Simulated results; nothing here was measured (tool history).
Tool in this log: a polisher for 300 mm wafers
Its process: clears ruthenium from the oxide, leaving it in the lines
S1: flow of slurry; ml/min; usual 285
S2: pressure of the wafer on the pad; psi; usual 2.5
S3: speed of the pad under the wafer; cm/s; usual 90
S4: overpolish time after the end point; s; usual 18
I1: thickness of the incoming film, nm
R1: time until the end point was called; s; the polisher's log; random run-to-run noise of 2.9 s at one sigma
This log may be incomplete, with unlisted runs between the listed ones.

run 1 hour=0 | S1=285 S2=2.5 S3=90 S4=18 | I1=178 | R1=179.6
run 2 hour=7.3 | S1=285 S2=2.5 S3=90 S4=18 | I1=177.6 | R1=179.3
run 3 hour=19.2 | S1=285 S2=2.5 S3=90 S4=18 | I1=178.5 | R1=181.4
-- hour=29.2 worn pad replaced by a new one
run 4 hour=59.5 | S1=285 S2=2.5 S3=90 S4=18 | I1=181.7 | R1=161.4
run 5 hour=69.3 | S1=285 S2=2.5 S3=90 S4=18 | I1=178.7 | R1=156.4
run 6 hour=76.2 | S1=285 S2=2.5 S3=90 S4=18 | I1=178.7 | R1=160.8
run 7 hour=118.7 | S1=285 S2=2.5 S3=90 S4=18 | I1=181.2 | R1=171.1
-- hour=120.8 slurry nozzle cleaned
run 8 hour=132.4 | S1=285 S2=1.9 S3=90 S4=18 | I1=178.6 | R1=219.2
run 9 hour=150.3 | S1=285 S2=1.9 S3=90 S4=18 | I1=179.2 | R1=226.1
run 10 hour=160 | S1=285 S2=2.5 S3=90 S4=18 | I1=181.2 | R1=175.9
run 11 hour=173.4 | S1=285 S2=3.3 S3=90 S4=18 | I1=180.4 | R1=132.7
run 12 hour=181.8 | S1=245 S2=2.5 S3=90 S4=18 | I1=178.2 | R1=177.7

What will run 13 give?
run 13 hour=192.6 | S1=225 S2=1.8 S3=100 S4=23 | I1=181.7 | R1=?

{"run 13": {"R1": 225.3}}
Minus the tool's unlogged condition, the same run would have read R1 203.7 s.

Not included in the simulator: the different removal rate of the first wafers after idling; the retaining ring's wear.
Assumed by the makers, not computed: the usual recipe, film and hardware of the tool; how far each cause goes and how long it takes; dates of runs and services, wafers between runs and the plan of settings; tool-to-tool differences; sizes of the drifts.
